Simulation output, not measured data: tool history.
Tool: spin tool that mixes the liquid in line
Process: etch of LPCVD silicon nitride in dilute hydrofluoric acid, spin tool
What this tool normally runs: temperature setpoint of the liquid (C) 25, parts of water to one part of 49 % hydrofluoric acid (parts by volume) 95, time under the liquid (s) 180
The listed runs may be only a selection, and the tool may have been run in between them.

| run | hour | temperature setpoint of the liquid (C) | parts of water to one part of 49 % hydrofluoric acid (parts by volume) | time under the liquid (s) | read-back film thickness of the LPCVD silicon nitride reference wafer, read on the same gauge (nm) | thickness taken off the LPCVD silicon nitride on a monitor wafer (angstrom) |
|---|---|---|---|---|---|---|
| 1 | 0 | 25 | 95 | 180 | 89.993 | 7.59 |
| 2 | 101.6 | 28.5 | 95 | 180 | 90.016 | 9.57 |
| 3 | 160 | 28.5 | 95 | 180 | 89.994 | 9.54 |
| 4 | 233.2 | 25 | 75 | 180 | 90.019 | 9.05 |
|  | 259.5 | hydrofluoric acid flow meter replaced |
| 5 | 311.3 | 25 | 75 | 180 | 89.969 | 9.26 |
| 6 | 404.5 | 25 | 75 | 180 | 90.003 | 9.23 |
| 7 | 463.7 | 25 | 95 | 180 | 89.99 | 7.92 |
| 8 | 515.1 | 25 | 95 | 180 | 90.004 | 7.25 |
|  | 570.2 | thermometer replaced |
| 9 | 599.2 | 25 | 95 | 180 | 89.989 | 8.89 |
| 10 | 641.8 | 25 | 95 | 180 | 90.002 | 8.48 |
| 11 | 705.2 | 25 | 95 | 180 | 90.011 | 8.22 |
| 12 | 775.3 | 25 | 95 | 180 | 90.005 | 8.31 |
| 13 | 817.2 | 25 | 95 | 180 | 89.978 | 8.96 |
|  | 878.1 | hydrofluoric acid flow meter replaced |
| 14 | 891.4 | 25 | 95 | 180 | 90.009 | 8.84 |
| 15 | 977.1 | 30 | 115 | 245 | 90.017 | 13.02 |
| 16 | 1015.1 | 22.5 | 75 | 285 | 90.002 | 14.9 |
|  | 1057.5 | gauge calibrated |
| 17 | 1087.3 | 25 | 95 | 180 | 90.01 | 8.45 |
| 18 | 1147.1 | 25 | 95 | 180 | 90.016 | 8.43 |
| 19 | 1222.2 | 25 | 95 | 180 | 89.981 | 8.19 |
| 20 | 1312.8 | 20 | 70 | 80 | 90.011 | 3.61 |
| 21 | 1364.7 | 25 | 120 | 180 | 90.021 | 6.21 |
| 22 | 1413 | 25 | 75 | 245 | 89.994 | 14.46 |
|  | 1432 | hydrofluoric acid flow meter replaced |
| 23 | 1493.1 | 30 | 110 | 180 | 90.02 | 9.92 |
| 24 | 1542.2 | 28 | 120 | 235 | 89.987 | 10.15 |
| 25 | 1598.8 | 25 | 135 | 180 | 90.006 | 5.65 |

Estimate the outcome of run 26 from the log above:
| 26 | 1660 | 25 | 95 | 180 | ? | ? |

read-back film thickness of the LPCVD silicon nitride reference wafer, read on the same gauge (nm): 89.994
thickness taken off the LPCVD silicon nitride on a monitor wafer (angstrom): 7.76
Without the tool's hidden state the same run would have given thickness taken off the LPCVD silicon nitride on a monitor wafer (angstrom) 8.71.
